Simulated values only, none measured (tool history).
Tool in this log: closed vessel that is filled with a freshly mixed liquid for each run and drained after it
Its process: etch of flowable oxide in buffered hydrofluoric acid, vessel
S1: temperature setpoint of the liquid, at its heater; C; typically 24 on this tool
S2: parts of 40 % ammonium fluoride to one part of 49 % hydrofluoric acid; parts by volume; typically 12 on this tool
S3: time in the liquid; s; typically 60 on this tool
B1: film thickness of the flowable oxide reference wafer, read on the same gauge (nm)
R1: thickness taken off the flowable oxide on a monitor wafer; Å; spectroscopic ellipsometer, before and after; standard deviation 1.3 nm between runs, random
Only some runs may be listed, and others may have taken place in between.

run	hour	S1	S2	S3	B1	R1
1	0	24	12	60	149.99	1995.1
2	54.5	27.5	12	60	150.01	2403.5
3	72.8	27.5	12	60	150.01	2402.2
4	105.7	27.5	12	60	150.01	2381.8
# hour 119.8: gauge calibrated
5	130.7	25	10	60	150.03	2517.3
6	158.8	25	10	60	150	2472.5
7	173.4	25	10	60	149.98	2467.9
# hour 190.3: hydrofluoric acid flow meter replaced
8	199	24	12	90	150.03	2764.7
9	222	24	12	60	149.97	1827.4
# hour 225.8: thermometer replaced
# hour 249.4: hydrofluoric acid flow meter replaced, repeated, since the last time left the tool worse
10	249.9	26	8.5	35	150.02	1900.8
11	274.6	24	12	60	149.99	2154.7
12	305.2	19.5	12	40	149.97	1116.3
13	328.1	22	9.5	80	150.04	3170.5

For run 14, what comes out?
# hour 345.7: gauge calibrated
14	352.8	19	12	60	?	?

Logged for run 14: B1 149.97, R1 1610.4 Å.
If the tool had no hidden condition, the same run with the same run-to-run variation would have returned R1 1632.8 Å.
